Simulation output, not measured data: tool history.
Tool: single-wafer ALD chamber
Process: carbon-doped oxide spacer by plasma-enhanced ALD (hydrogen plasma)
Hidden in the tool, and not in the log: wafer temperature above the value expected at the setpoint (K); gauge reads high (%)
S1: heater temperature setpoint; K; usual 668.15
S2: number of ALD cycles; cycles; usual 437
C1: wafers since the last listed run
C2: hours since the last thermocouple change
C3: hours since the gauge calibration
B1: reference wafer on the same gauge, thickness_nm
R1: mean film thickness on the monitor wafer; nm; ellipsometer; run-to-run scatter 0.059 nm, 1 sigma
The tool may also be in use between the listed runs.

run    hour      S1   S2  C1      C2     C3      B1      R1
  1       0  679.15  437   0   271.7  501.1   27.04  22.984
  2    58.9  679.15  437  34   330.6    560  26.976  22.867
      104.6  -- gauge calibrated
  3   110.3  668.15  400  30     382    5.7  27.217  21.704
  4   210.8  668.15  400  58   482.5  106.2  27.194  21.696
  5   281.4  668.15  400  41   553.1  176.8  27.187  21.637
  6   353.2  668.15  495  42   624.9  248.6  27.171  26.694
  7   418.3  668.15  495  38     690  313.7  27.135  26.667
  8   504.1  668.15  495  50   775.8  399.5  27.082  26.603
  9   560.6  668.15  437  33   832.3    456  27.043  23.527
 10   599.2  673.15  437  22   870.9  494.6  27.029  23.434
 11   691.4  668.15  487  54   963.1  586.8  26.919  25.961
      715.6  -- gauge calibrated
 12   796.5  668.15  437  61  1068.2   80.9  27.232  23.647
 13   851.1  661.15  503  32  1122.8  135.5  27.193  27.195
 14     903  668.15  476  30  1174.7  187.4  27.175  25.776
 15   941.5  661.15  368  22  1213.2  225.9  27.146  19.822
      967.6  -- thermocouple changed; heater temperature recalibrated
 16  1030.2  668.15  473  47    62.6  314.6  27.113  25.566
 17    1074  664.15  471  25   106.4  358.4  27.092  25.384
 18  1167.2  674.15  437  54   199.6  451.6  27.033   23.22
 19  1214.8  668.15  437  27   247.2  499.2  26.999  23.467

Here are 5 independent what-if runs from the current tool condition. What would each one return?
  A  1215.9  678.15  437   0  248.3  500.3   ?   ?
  B  1215.9  657.15  363   0  248.3  500.3   ?   ?
  C  1215.9  668.15  484   0  248.3  500.3   ?   ?
  D  1215.9  663.15  493   0  248.3  500.3   ?   ?
  E  1215.9  678.15  465   0  248.3  500.3   ?   ?

run      B1      R1
  A  26.994  22.978
  B  26.994  19.461
  C  26.994  25.948
  D  26.994   26.43
  E  26.994  24.451
What these runs would have given with no unlogged condition in the tool:
run      R1
  A  23.154
  B   19.61
  C  26.147
  D  26.633
  E  24.638

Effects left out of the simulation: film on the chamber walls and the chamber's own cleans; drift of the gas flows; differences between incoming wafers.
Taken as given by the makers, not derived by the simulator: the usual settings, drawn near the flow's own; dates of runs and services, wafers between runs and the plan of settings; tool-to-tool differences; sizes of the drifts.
